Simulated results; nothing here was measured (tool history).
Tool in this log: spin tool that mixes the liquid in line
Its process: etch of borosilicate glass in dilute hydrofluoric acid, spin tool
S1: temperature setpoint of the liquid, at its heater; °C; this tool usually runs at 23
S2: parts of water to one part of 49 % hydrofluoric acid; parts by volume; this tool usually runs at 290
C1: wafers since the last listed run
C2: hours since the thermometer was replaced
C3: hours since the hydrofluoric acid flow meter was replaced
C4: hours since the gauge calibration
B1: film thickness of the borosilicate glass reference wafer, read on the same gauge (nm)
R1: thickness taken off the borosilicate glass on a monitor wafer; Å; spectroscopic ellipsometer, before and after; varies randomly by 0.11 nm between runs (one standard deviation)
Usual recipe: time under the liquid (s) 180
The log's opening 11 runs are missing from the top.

run 12 hour=140.7 | S1=23 S2=235 time_under_the_liquid_(s)=180 | C1=132 C2=1853.8 C3=260.2 C4=418.3 | B1=119.99 | R1=219.6
-- hour=146 gauge calibrated
run 13 hour=155 | S1=23 S2=290 time_under_the_liquid_(s)=235 | C1=141 C2=1868.1 C3=274.5 C4=9 | B1=120.02 | R1=219
run 14 hour=165.9 | S1=23 S2=205 time_under_the_liquid_(s)=180 | C1=107 C2=1879 C3=285.4 C4=19.9 | B1=120 | R1=256
run 15 hour=178.4 | S1=23 S2=175 time_under_the_liquid_(s)=180 | C1=123 C2=1891.5 C3=297.9 C4=32.4 | B1=119.98 | R1=308.9
run 16 hour=191.1 | S1=23 S2=290 time_under_the_liquid_(s)=180 | C1=125 C2=1904.2 C3=310.6 C4=45.1 | B1=120.03 | R1=165.9
run 17 hour=198 | S1=23 S2=290 time_under_the_liquid_(s)=180 | C1=68 C2=1911.1 C3=317.5 C4=52 | B1=120.01 | R1=167.7
run 18 hour=215.2 | S1=18 S2=350 time_under_the_liquid_(s)=230 | C1=169 C2=1928.3 C3=334.7 C4=69.2 | B1=120 | R1=140.2
run 19 hour=229.9 | S1=18.5 S2=290 time_under_the_liquid_(s)=180 | C1=144 C2=1943 C3=349.4 C4=83.9 | B1=120 | R1=140.8
-- hour=246.2 thermometer replaced
run 20 hour=246.7 | S1=23 S2=190 time_under_the_liquid_(s)=270 | C1=155 C2=0.5 C3=366.2 C4=100.7 | B1=120.01 | R1=452.4
run 21 hour=252 | S1=20.5 S2=215 time_under_the_liquid_(s)=90 | C1=52 C2=5.8 C3=371.5 C4=106 | B1=120 | R1=119.7
run 22 hour=268.8 | S1=20 S2=415 time_under_the_liquid_(s)=90 | C1=165 C2=22.6 C3=388.3 C4=122.8 | B1=120.01 | R1=50
run 23 hour=286 | S1=23 S2=290 time_under_the_liquid_(s)=180 | C1=169 C2=39.8 C3=405.5 C4=140 | B1=120 | R1=178.2
run 24 hour=300.9 | S1=23 S2=290 time_under_the_liquid_(s)=180 | C1=146 C2=54.7 C3=420.4 C4=154.9 | B1=120 | R1=177.1

Run 25 is up next; what results do you expect?
-- hour=305.4 hydrofluoric acid flow meter replaced
run 25 hour=317.1 | S1=23 S2=290 time_under_the_liquid_(s)=180 | C1=149 C2=70.9 C3=11.7 C4=171.1 | B1=? | R1=?

B1: 120.02
R1: 184.4 Å
Take away the tool's hidden state, keep the run-to-run variation as it was, and the same run would have given R1 190.7 Å.
